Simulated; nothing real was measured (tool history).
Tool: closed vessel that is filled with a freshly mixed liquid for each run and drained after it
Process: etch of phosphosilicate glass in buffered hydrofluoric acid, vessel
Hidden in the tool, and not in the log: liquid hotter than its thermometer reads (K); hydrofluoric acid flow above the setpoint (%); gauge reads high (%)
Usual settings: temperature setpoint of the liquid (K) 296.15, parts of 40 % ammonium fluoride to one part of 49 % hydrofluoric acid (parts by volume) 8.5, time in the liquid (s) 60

run,hour,temperature setpoint of the liquid (K),parts of 40 % ammonium fluoride to one part of 49 % hydrofluoric acid (parts by volume),time in the liquid (s),wafers since the last listed run,hours since the thermometer was replaced,hours since the hydrofluoric acid flow meter was replaced,hours since the gauge calibration,"read-back film thickness of the phosphosilicate glass reference wafer, read on the same gauge (nm)",thickness taken off the phosphosilicate glass on a monitor wafer (nm)
1,0.0,296.15,8.5,60,0,2205.7,1576.8,127.6,30.00,515.28
2,12.4,296.15,8.5,60,1544,2218.1,1589.2,140.0,30.00,510.61
# hour 23.5: gauge calibrated
3,30.4,296.15,8.5,60,2242,2236.1,1607.2,6.9,29.98,515.89
4,45.6,293.65,8.5,60,1893,2251.3,1622.4,22.1,30.04,453.22
5,54.1,296.15,7.0,60,1059,2259.8,1630.9,30.6,30.01,644.61
6,63.2,296.15,11.0,60,1133,2268.9,1640.0,39.7,29.98,411.85
7,71.1,296.15,11.0,60,984,2276.8,1647.9,47.6,29.96,412.92
8,88.3,296.15,8.5,60,2142,2294.0,1665.1,64.8,30.01,518.62
9,101.4,296.15,8.5,60,1632,2307.1,1678.2,77.9,29.99,518.35
10,107.6,296.15,8.5,60,772,2313.3,1684.4,84.1,29.99,525.28
11,115.8,296.15,8.5,60,1021,2321.5,1692.6,92.3,30.00,512.91
# hour 127.6: thermometer replaced
# hour 137.6: hydrofluoric acid flow meter replaced
12,148.8,298.65,10.0,60,3862,21.2,11.2,125.3,30.01,514.11
13,158.1,296.15,8.5,60,1158,30.5,20.5,134.6,30.01,522.72
14,168.6,296.15,8.5,60,1308,41.0,31.0,145.1,29.96,518.18
15,204.8,299.15,7.0,45,4510,77.2,67.2,181.3,29.99,562.53
16,213.9,298.15,8.5,35,1133,86.3,76.3,190.4,29.98,338.95
# hour 216.1: gauge calibrated
17,226.7,296.15,8.5,60,1594,99.1,89.1,10.6,30.02,523.95
18,242.8,296.15,5.0,60,2005,115.2,105.2,26.7,30.00,853.33
19,258.1,291.15,12.0,30,1906,130.5,120.5,42.0,29.98,145.37
20,267.2,297.65,10.5,60,1133,139.6,129.6,51.1,30.01,473.50
21,273.4,296.15,9.5,60,772,145.8,135.8,57.3,29.99,471.71
22,284.5,297.65,6.5,45,1382,156.9,146.9,68.4,30.00,559.17
23,301.2,299.15,6.0,45,2080,173.6,163.6,85.1,29.99,645.86
24,309.1,296.15,8.5,60,984,181.5,171.5,93.0,30.00,516.64
25,317.7,292.15,5.5,35,1071,190.1,180.1,101.6,29.99,366.98

What the log doesn't show, run by run:
liquid hotter than its thermometer reads (K): 0 in every run
hydrofluoric acid flow above the setpoint (%): 0 in every run
gauge reads high (%): 0 in every run
